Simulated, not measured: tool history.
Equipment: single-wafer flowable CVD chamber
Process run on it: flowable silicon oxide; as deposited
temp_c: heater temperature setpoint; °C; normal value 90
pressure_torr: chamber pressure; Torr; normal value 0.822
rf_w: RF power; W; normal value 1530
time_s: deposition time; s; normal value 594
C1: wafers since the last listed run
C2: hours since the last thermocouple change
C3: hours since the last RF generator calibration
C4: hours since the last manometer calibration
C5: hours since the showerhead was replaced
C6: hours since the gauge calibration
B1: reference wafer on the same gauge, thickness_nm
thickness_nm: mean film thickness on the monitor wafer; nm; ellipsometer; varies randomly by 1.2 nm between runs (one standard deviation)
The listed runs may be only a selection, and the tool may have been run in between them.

Run 1, day 0.000: usual settings; C1 0; C2 1169.6; C3 751.0; C4 1259.2; C5 4966.6; C6 787.0; B1 489.043. Result: thickness_nm 461.456 nm.
At day 2.433: gauge calibrated.
Run 2, day 2.475: usual settings; C1 168; C2 1229.0; C3 810.4; C4 1318.6; C5 5026.0; C6 1.0; B1 488.771. Result: thickness_nm 462.853 nm.
Run 3, day 3.933: usual settings but temp_c 84 °C, pressure_torr 0.693 Torr; C1 99; C2 1264.0; C3 845.4; C4 1353.6; C5 5061.0; C6 36.0; B1 489.000. Result: thickness_nm 455.854 nm.
Run 4, day 5.896: usual settings; C1 133; C2 1311.1; C3 892.5; C4 1400.7; C5 5108.1; C6 83.1; B1 489.015. Result: thickness_nm 464.548 nm.
Run 5, day 7.138: usual settings but temp_c 94 °C; C1 84; C2 1340.9; C3 922.3; C4 1430.5; C5 5137.9; C6 112.9; B1 488.867. Result: thickness_nm 409.470 nm.
Run 6, day 9.312: usual settings; C1 148; C2 1393.1; C3 974.5; C4 1482.7; C5 5190.1; C6 165.1; B1 489.087. Result: thickness_nm 462.891 nm.
Run 7, day 11.700: usual settings; C1 162; C2 1450.4; C3 1031.8; C4 1540.0; C5 5247.4; C6 222.4; B1 489.022. Result: thickness_nm 464.648 nm.
Run 8, day 13.021: usual settings; C1 90; C2 1482.1; C3 1063.5; C4 1571.7; C5 5279.1; C6 254.1; B1 489.304. Result: thickness_nm 462.410 nm.
Run 9, day 14.292: usual settings but temp_c 84 °C; C1 86; C2 1512.6; C3 1094.0; C4 1602.2; C5 5309.6; C6 284.6; B1 489.006. Result: thickness_nm 539.635 nm.
Run 10, day 17.104: usual settings but temp_c 84 °C; C1 192; C2 1580.1; C3 1161.5; C4 1669.7; C5 5377.1; C6 352.1; B1 488.852. Result: thickness_nm 541.282 nm.
Run 11, day 18.212: usual settings but temp_c 84 °C; C1 75; C2 1606.7; C3 1188.1; C4 1696.3; C5 5403.7; C6 378.7; B1 489.308. Result: thickness_nm 538.741 nm.
At day 19.433: thermocouple changed; heater temperature recalibrated.
At day 25.412: capacitance manometer re-zeroed and calibrated.
Run 12, day 26.450: usual settings but time_s 632 s; C1 516; C2 168.4; C3 1385.8; C4 24.9; C5 5601.4; C6 576.4; B1 489.054. Result: thickness_nm 483.335 nm.
Run 13, day 27.517: usual settings but pressure_torr 0.693 Torr, rf_w 1825 W, time_s 531 s; C1 72; C2 194.0; C3 1411.4; C4 50.5; C5 5627.0; C6 602.0; B1 489.167. Result: thickness_nm 354.534 nm.
Run 14, day 35.167: usual settings but rf_w 1685 W; C1 522; C2 377.6; C3 1595.0; C4 234.1; C5 5810.6; C6 785.6; B1 488.912. Result: thickness_nm 456.680 nm.
At day 35.821: showerhead replaced.
Run 15, day 37.221: usual settings but rf_w 1780 W, time_s 557 s; C1 117; C2 426.9; C3 1644.3; C4 283.4; C5 33.6; C6 834.9; B1 489.041. Result: thickness_nm 431.702 nm.
At day 38.804: capacitance manometer re-zeroed and calibrated, repeated, since the last time left the tool worse.
Run 16, day 38.933: usual settings but temp_c 84 °C, pressure_torr 0.693 Torr; C1 94; C2 468.0; C3 1685.4; C4 3.1; C5 74.7; C6 876.0; B1 489.081. Result: thickness_nm 467.340 nm.
At day 39.012: gauge calibrated.
Run 17, day 41.617: usual settings; C1 183; C2 532.4; C3 1749.8; C4 67.5; C5 139.1; C6 62.5; B1 488.979. Result: thickness_nm 472.252 nm.
At day 42.400: RF generator calibrated.
Run 18, day 43.242: usual settings but time_s 627 s; C1 88; C2 571.4; C3 20.2; C4 106.5; C5 178.1; C6 101.5; B1 488.890. Result: thickness_nm 496.184 nm.
Run 19, day 46.112: usual settings but pressure_torr 0.748 Torr; C1 195; C2 640.3; C3 89.1; C4 175.4; C5 247.0; C6 170.4; B1 488.673. Result: thickness_nm 426.843 nm.
Run 20, day 48.279: usual settings but time_s 645 s; C1 147; C2 692.3; C3 141.1; C4 227.4; C5 299.0; C6 222.4; B1 488.956. Result: thickness_nm 506.521 nm.
Run 21, day 49.725: usual settings but time_s 647 s; C1 98; C2 727.0; C3 175.8; C4 262.1; C5 333.7; C6 257.1; B1 488.967. Result: thickness_nm 508.724 nm.
Run 22, day 50.912: usual settings; C1 81; C2 755.5; C3 204.3; C4 290.6; C5 362.2; C6 285.6; B1 488.985. Result: thickness_nm 468.393 nm.
Run 23, day 53.325: usual settings but time_s 497 s; C1 164; C2 813.4; C3 262.2; C4 348.5; C5 420.1; C6 343.5; B1 489.245. Result: thickness_nm 387.958 nm.
Run 24, day 55.012: usual settings but pressure_torr 0.658 Torr, time_s 479 s; C1 115; C2 853.9; C3 302.7; C4 389.0; C5 460.6; C6 384.0; B1 489.008. Result: thickness_nm 301.125 nm.

Forecast each of these 3 alternatives for the next run:
Run A, day 55.038: usual settings but pressure_torr 0.969 Torr; C1 1; C2 854.5; C3 303.3; C4 389.6; C5 461.2; C6 384.6; B1 ?. Result: thickness_nm ?.
Run B, day 55.038: usual settings but temp_c 79 °C, time_s 646 s; C1 1; C2 854.5; C3 303.3; C4 389.6; C5 461.2; C6 384.6; B1 ?. Result: thickness_nm ?.
Run C, day 55.038: usual settings but rf_w 1630 W; C1 1; C2 854.5; C3 303.3; C4 389.6; C5 461.2; C6 384.6; B1 ?. Result: thickness_nm ?.

run       B1  thickness_nm
  A  489.070       546.465
  B  489.070       676.457
  C  489.070       471.348
Take away the tool's hidden state, keep each run's random variation, and the runs would have read:
run  thickness_nm
  A       556.025
  B       688.890
  C       480.011
